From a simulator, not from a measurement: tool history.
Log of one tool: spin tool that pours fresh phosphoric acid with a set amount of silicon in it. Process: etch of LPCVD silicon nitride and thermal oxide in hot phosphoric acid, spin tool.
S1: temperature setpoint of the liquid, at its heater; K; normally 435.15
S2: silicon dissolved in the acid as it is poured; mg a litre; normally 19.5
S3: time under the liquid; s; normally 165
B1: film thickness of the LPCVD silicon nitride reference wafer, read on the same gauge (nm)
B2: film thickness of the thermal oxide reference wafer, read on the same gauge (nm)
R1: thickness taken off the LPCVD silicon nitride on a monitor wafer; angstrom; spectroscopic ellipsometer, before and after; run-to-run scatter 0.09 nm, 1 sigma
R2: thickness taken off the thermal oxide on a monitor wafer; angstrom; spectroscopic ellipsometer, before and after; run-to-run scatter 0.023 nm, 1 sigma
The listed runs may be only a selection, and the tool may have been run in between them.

run	day	S1	S2	S3	B1	B2	R1	R2
1	0.000	435.15	19.5	165	49.98	89.975	183.4	2.81
2	1.754	434.15	19.5	165	50.01	90.001	178.1	2.70
3	3.296	435.15	19.5	165	49.98	89.988	183.7	3.02
4	6.008	435.15	19.5	165	50.00	89.994	182.9	2.97
# day 7.092: thermometer replaced
5	7.458	435.15	19.5	165	50.02	89.985	180.0	2.55
6	8.671	436.15	8.0	165	49.99	90.016	186.4	4.49
7	10.312	437.15	29.0	165	49.98	89.985	192.1	2.90
# day 10.904: gauge calibrated
# day 11.296: dissolved silicon flow meter replaced
8	12.950	433.65	19.5	95	50.04	90.020	97.8	1.50
# day 14.554: heated supply line repaired
9	14.779	434.15	19.5	230	49.99	90.013	241.5	3.48
10	17.417	435.15	6.0	165	50.03	89.987	178.2	3.93
11	19.262	437.15	31.5	165	50.02	89.977	189.4	2.47
12	20.983	432.15	19.5	70	49.99	89.991	67.8	0.84
# day 21.288: thermometer replaced, repeated, since the last time left the tool worse
13	22.275	438.15	7.5	65	50.00	89.992	82.0	2.05
14	24.446	435.15	19.5	165	49.98	90.034	188.2	3.18
15	27.296	437.15	10.0	195	49.98	89.982	236.7	5.27
16	28.933	435.15	19.5	165	50.00	90.038	187.5	2.83
17	31.896	435.15	8.5	165	49.99	89.996	187.7	3.59
18	34.050	435.15	26.0	220	50.00	90.010	248.7	3.89
19	35.825	433.15	29.5	130	49.99	89.970	137.6	1.35
20	38.321	437.15	24.5	225	50.00	89.965	270.7	4.17
# day 39.654: dissolved silicon flow meter replaced
21	39.946	435.15	19.5	110	49.98	90.015	122.8	2.17

Below, some changes in R1 between adjacent runs. For each, the amount present without the hidden state too (settings, incoming material, random variation) and the amount remaining for the hidden state with gauge scatter not shared by both compared results:
What the log doesn't record here: liquid colder than its thermometer reads (K); dissolved silicon flow below the setpoint (%); temperature lost on the way to the wafer (K); gauge reads high (%).
Run 8 -> 9: S1 433.65 -> 434.15, S3 95 -> 230, heated supply line repaired. R1 +143.7 angstrom: hidden state -8.7, all else +152.4.
Run 11 -> 12: S1 437.15 -> 432.15, S2 31.5 -> 19.5, S3 165 -> 70. R1 -121.6 angstrom: hidden state +7.5, all else -129.1.
Run 20 -> 21: S1 437.15 -> 435.15, S2 24.5 -> 19.5, S3 225 -> 110, dissolved silicon flow meter replaced. R1 -147.9 angstrom: hidden state +2.3, all else -150.2.

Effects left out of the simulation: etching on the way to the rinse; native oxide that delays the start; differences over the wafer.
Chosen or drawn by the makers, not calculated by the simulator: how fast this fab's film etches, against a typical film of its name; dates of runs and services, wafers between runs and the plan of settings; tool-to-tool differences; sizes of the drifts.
